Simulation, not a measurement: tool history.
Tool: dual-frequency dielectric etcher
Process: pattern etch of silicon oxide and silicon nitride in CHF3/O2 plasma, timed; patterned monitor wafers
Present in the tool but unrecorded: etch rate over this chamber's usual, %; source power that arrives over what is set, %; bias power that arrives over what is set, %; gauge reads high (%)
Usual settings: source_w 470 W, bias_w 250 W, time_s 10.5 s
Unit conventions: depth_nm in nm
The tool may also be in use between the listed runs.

| run | hour | source_w | bias_w | time_s | wafers since the last listed run | hours since the last wet clean | hours since the last source power generator calibration | hours since the last bias power generator calibration | hours since the last upper electrode change | hours since the gauge calibration | read-back reference wafer on the same gauge, depth_nm | depth_nm |
|---|---|---|---|---|---|---|---|---|---|---|---|---|
| 1 | 0 | 470 | 250 | 10.5 | 0 | 139 | 40.6 | 2297.4 | 5149.1 | 121.2 | 19.39 | 16.01 |
| 2 | 25 | 470 | 250 | 12 | 511 | 164 | 65.6 | 2322.4 | 5174.1 | 146.2 | 19.38 | 18.32 |
| 3 | 74.3 | 470 | 250 | 12 | 1008 | 213.3 | 114.9 | 2371.7 | 5223.4 | 195.5 | 19.41 | 18.23 |
| 4 | 137.1 | 470 | 270 | 10.5 | 1284 | 276.1 | 177.7 | 2434.5 | 5286.2 | 258.3 | 19.42 | 16.22 |
| 5 | 183.7 | 470 | 250 | 10.5 | 953 | 322.7 | 224.3 | 2481.1 | 5332.8 | 304.9 | 19.4 | 15.8 |
| 6 | 208.5 | 470 | 250 | 10.5 | 507 | 347.5 | 249.1 | 2505.9 | 5357.6 | 329.7 | 19.39 | 15.82 |
| 7 | 259 | 420 | 267 | 10.5 | 1032 | 398 | 299.6 | 2556.4 | 5408.1 | 380.2 | 19.39 | 15.13 |
|  | 350.7 | wet clean of the chamber |
| 8 | 351.2 | 530 | 250 | 10.5 | 1394 | 0.5 | 391.8 | 2648.6 | 5500.3 | 472.4 | 19.4 | 17.15 |
| 9 | 491.1 | 550 | 221 | 12 | 2861 | 140.4 | 531.7 | 2788.5 | 5640.2 | 612.3 | 19.41 | 19 |
|  | 528.9 | bias power generator calibrated |
| 10 | 556.7 | 380 | 291 | 10.5 | 1259 | 206 | 597.3 | 27.8 | 5705.8 | 677.9 | 19.4 | 14.84 |
|  | 605.9 | upper electrode replaced |
| 11 | 606.4 | 580 | 281 | 9 | 525 | 255.7 | 647 | 77.5 | 0.5 | 727.6 | 19.38 | 15.63 |
| 12 | 671.7 | 470 | 250 | 10.5 | 1335 | 321 | 712.3 | 142.8 | 65.8 | 792.9 | 19.39 | 15.7 |
| 13 | 711.1 | 470 | 250 | 10.5 | 805 | 360.4 | 751.7 | 182.2 | 105.2 | 832.3 | 19.4 | 15.62 |
| 14 | 777.5 | 470 | 300 | 12.5 | 1358 | 426.8 | 818.1 | 248.6 | 171.6 | 898.7 | 19.41 | 19.61 |
| 15 | 813 | 540 | 207 | 13 | 726 | 462.3 | 853.6 | 284.1 | 207.1 | 934.2 | 19.4 | 19.35 |
| 16 | 847.6 | 540 | 201 | 12.5 | 707 | 496.9 | 888.2 | 318.7 | 241.7 | 968.8 | 19.39 | 18.46 |
|  | 915.1 | wet clean of the chamber |
| 17 | 918.7 | 400 | 301 | 8 | 963 | 3.6 | 959.3 | 389.8 | 312.8 | 1039.9 | 19.4 | 11.93 |
| 18 | 947.7 | 470 | 250 | 12 | 593 | 32.6 | 988.3 | 418.8 | 341.8 | 1068.9 | 19.41 | 18.4 |
| 19 | 984.6 | 470 | 250 | 10.5 | 754 | 69.5 | 1025.2 | 455.7 | 378.7 | 1105.8 | 19.37 | 15.98 |
| 20 | 1022.8 | 470 | 250 | 10.5 | 781 | 107.7 | 1063.4 | 493.9 | 416.9 | 1144 | 19.41 | 15.99 |
| 21 | 1047.8 | 470 | 250 | 11.5 | 511 | 132.7 | 1088.4 | 518.9 | 441.9 | 1169 | 19.41 | 17.39 |
| 22 | 1086 | 570 | 291 | 10.5 | 781 | 170.9 | 1126.6 | 557.1 | 480.1 | 1207.2 | 19.39 | 18.38 |
| 23 | 1120.8 | 470 | 285 | 10.5 | 711 | 205.7 | 1161.4 | 591.9 | 514.9 | 1242 | 19.4 | 16.58 |
| 24 | 1148.9 | 390 | 213 | 12 | 574 | 233.8 | 1189.5 | 620 | 543 | 1270.1 | 19.4 | 15.48 |
| 25 | 1188.6 | 470 | 250 | 10.5 | 811 | 273.5 | 1229.2 | 659.7 | 582.7 | 1309.8 | 19.41 | 15.72 |
| 26 | 1230.5 | 550 | 221 | 12 | 856 | 315.4 | 1271.1 | 701.6 | 624.6 | 1351.7 | 19.38 | 18.65 |
| 27 | 1284 | 550 | 234 | 12 | 1094 | 368.9 | 1324.6 | 755.1 | 678.1 | 1405.2 | 19.39 | 18.95 |
| 28 | 1323.5 | 470 | 250 | 10.5 | 807 | 408.4 | 1364.1 | 794.6 | 717.6 | 1444.7 | 19.39 | 15.57 |
|  | 1403.5 | gauge calibrated |
|  | 1404.7 | wet clean of the chamber |
| 29 | 1405.2 | 470 | 250 | 10.5 | 1180 | 0.5 | 1445.8 | 876.3 | 799.3 | 1.7 | 19.41 | 15.96 |

Alternative continuations, all from the tool just after run 29; predict every row:
| A | 1405.6 | 470 | 250 | 10.5 | 8 | 0.9 | 1446.2 | 876.7 | 799.7 | 2.1 | ? | ? |
| B | 1405.6 | 470 | 295 | 13 | 8 | 0.9 | 1446.2 | 876.7 | 799.7 | 2.1 | ? | ? |
| C | 1405.6 | 360 | 250 | 10.5 | 8 | 0.9 | 1446.2 | 876.7 | 799.7 | 2.1 | ? | ? |
| D | 1405.6 | 510 | 211 | 8.5 | 8 | 0.9 | 1446.2 | 876.7 | 799.7 | 2.1 | ? | ? |

| run | read-back reference wafer on the same gauge, depth_nm | depth_nm |
|---|---|---|
| A | 19.4 | 16.01 |
| B | 19.4 | 20.96 |
| C | 19.4 | 13.82 |
| D | 19.4 | 12.81 |
With no hidden state in the tool, these same runs would have given:
| run | depth_nm |
|---|---|
| A | 16.33 |
| B | 21.37 |
| C | 14.09 |
| D | 13.06 |

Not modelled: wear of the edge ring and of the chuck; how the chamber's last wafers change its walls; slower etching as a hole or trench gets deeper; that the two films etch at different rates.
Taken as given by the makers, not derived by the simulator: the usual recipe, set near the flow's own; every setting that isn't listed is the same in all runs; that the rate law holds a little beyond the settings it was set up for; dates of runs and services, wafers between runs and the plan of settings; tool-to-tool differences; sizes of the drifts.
